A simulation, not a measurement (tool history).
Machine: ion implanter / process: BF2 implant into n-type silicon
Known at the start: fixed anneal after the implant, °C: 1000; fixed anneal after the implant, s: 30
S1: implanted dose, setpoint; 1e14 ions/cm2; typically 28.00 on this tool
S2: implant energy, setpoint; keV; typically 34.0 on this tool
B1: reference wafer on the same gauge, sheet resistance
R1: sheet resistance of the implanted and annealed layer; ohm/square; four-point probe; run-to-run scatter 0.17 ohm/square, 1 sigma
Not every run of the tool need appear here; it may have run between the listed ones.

Run 1, hour 0.0: usual settings but S1 24.10 1e14 ions/cm2, S2 26.5 keV; B1 116.94. Result: R1 132.26 ohm/square.
Run 2, hour 94.1: usual settings but S1 24.10 1e14 ions/cm2, S2 26.5 keV; B1 117.03. Result: R1 132.12 ohm/square.
Run 3, hour 144.2: usual settings but S1 23.34 1e14 ions/cm2; B1 116.95. Result: R1 117.96 ohm/square.
Run 4, hour 250.9: usual settings but S1 23.34 1e14 ions/cm2; B1 116.99. Result: R1 117.83 ohm/square.
Run 5, hour 288.7: usual settings but S1 23.34 1e14 ions/cm2; B1 116.96. Result: R1 117.83 ohm/square.
Run 6, hour 357.8: usual settings but S2 37.5 keV; B1 116.97. Result: R1 110.94 ohm/square.
Run 7, hour 397.0: usual settings but S2 37.5 keV; B1 116.96. Result: R1 111.44 ohm/square.
Run 8, hour 499.2: usual settings but S2 37.5 keV; B1 117.00. Result: R1 111.67 ohm/square.
Run 9, hour 579.4: usual settings; B1 116.99. Result: R1 116.84 ohm/square.
Run 10, hour 617.2: usual settings; B1 116.97. Result: R1 116.68 ohm/square.
At hour 668.7: Faraday cup replaced and dose calibrated.
Run 11, hour 694.1: usual settings; B1 117.04. Result: R1 116.89 ohm/square.
Run 12, hour 746.8: usual settings; B1 117.00. Result: R1 117.12 ohm/square.
Run 13, hour 811.8: usual settings; B1 117.00. Result: R1 117.09 ohm/square.
Run 14, hour 910.5: usual settings; B1 117.02. Result: R1 117.11 ohm/square.
Run 15, hour 1001.1: usual settings but S1 31.44 1e14 ions/cm2, S2 26.5 keV; B1 116.96. Result: R1 130.93 ohm/square.
Run 16, hour 1094.7: usual settings but S1 24.48 1e14 ions/cm2; B1 116.99. Result: R1 118.35 ohm/square.
Run 17, hour 1147.6: usual settings but S1 35.30 1e14 ions/cm2, S2 43.0 keV; B1 116.97. Result: R1 102.24 ohm/square.
Run 18, hour 1277.1: usual settings but S1 31.95 1e14 ions/cm2, S2 27.5 keV; B1 116.98. Result: R1 128.59 ohm/square.
At hour 1285.1: gauge calibrated.
Run 19, hour 1340.1: usual settings but S1 32.55 1e14 ions/cm2, S2 37.5 keV; B1 117.03. Result: R1 110.88 ohm/square.
Run 20, hour 1378.0: usual settings but S1 21.07 1e14 ions/cm2, S2 39.0 keV; B1 116.98. Result: R1 112.27 ohm/square.
Run 21, hour 1461.5: usual settings but S2 28.5 keV; B1 116.96. Result: R1 127.44 ohm/square.
At hour 1640.4: extraction supply calibrated.
Run 22, hour 1675.6: usual settings but S1 20.32 1e14 ions/cm2; B1 116.98. Result: R1 118.93 ohm/square.
Run 23, hour 1770.8: usual settings but S1 32.43 1e14 ions/cm2, S2 26.0 keV; B1 117.05. Result: R1 130.57 ohm/square.
Run 24, hour 1839.8: usual settings; B1 116.99. Result: R1 116.07 ohm/square.
Run 25, hour 1946.6: usual settings but S1 34.61 1e14 ions/cm2, S2 27.5 keV; B1 116.94. Result: R1 126.39 ohm/square.
Run 26, hour 2047.9: usual settings but S1 23.26 1e14 ions/cm2, S2 42.5 keV; B1 117.06. Result: R1 105.11 ohm/square.
Run 27, hour 2116.9: usual settings but S1 24.95 1e14 ions/cm2, S2 39.0 keV; B1 117.03. Result: R1 109.65 ohm/square.
Run 28, hour 2181.7: usual settings; B1 116.97. Result: R1 116.58 ohm/square.
Run 29, hour 2219.1: usual settings but S1 24.10 1e14 ions/cm2, S2 26.5 keV; B1 116.91. Result: R1 132.45 ohm/square.
Run 30, hour 2419.5: usual settings; B1 117.00. Result: R1 116.68 ohm/square.
Run 31, hour 2466.5: usual settings but S1 23.90 1e14 ions/cm2, S2 28.0 keV; B1 116.99. Result: R1 128.84 ohm/square.
At hour 2566.2: Faraday cup replaced and dose calibrated.
Run 32, hour 2566.7: usual settings but S1 22.17 1e14 ions/cm2, S2 38.0 keV; B1 117.00. Result: R1 112.29 ohm/square.
Run 33, hour 2660.1: usual settings; B1 117.02. Result: R1 117.01 ohm/square.
Run 34, hour 2735.5: usual settings but S1 33.94 1e14 ions/cm2, S2 26.5 keV; B1 117.02. Result: R1 129.64 ohm/square.
Run 35, hour 2771.6: usual settings but S2 37.5 keV; B1 116.99. Result: R1 111.13 ohm/square.
Run 36, hour 2830.8: usual settings but S1 25.72 1e14 ions/cm2, S2 45.0 keV; B1 116.97. Result: R1 101.70 ohm/square.

The same runs without the tool's hidden state, with the same run-to-run variation:
The hidden state here: deviation of the true dose from the Faraday cup's reading, %; deviation of the true energy from its setpoint, %; gauge reads high (%).
run      R1
  1  131.83
  2  131.63
  3  117.46
  4  117.27
  5  117.24
  6  110.32
  7  110.80
  8  110.97
  9  116.08
 10  115.89
 11  116.06
 12  116.26
 13  116.18
 14  116.14
 15  129.88
 16  117.27
 17  101.18
 18  127.38
 19  109.67
 20  111.07
 21  126.11
 22  118.89
 23  130.47
 24  115.94
 25  126.19
 26  104.87
 27  109.35
 28  116.23
 29  132.06
 30  116.20
 31  128.31
 32  111.73
 33  116.37
 34  128.95
 35  110.44
 36  101.01
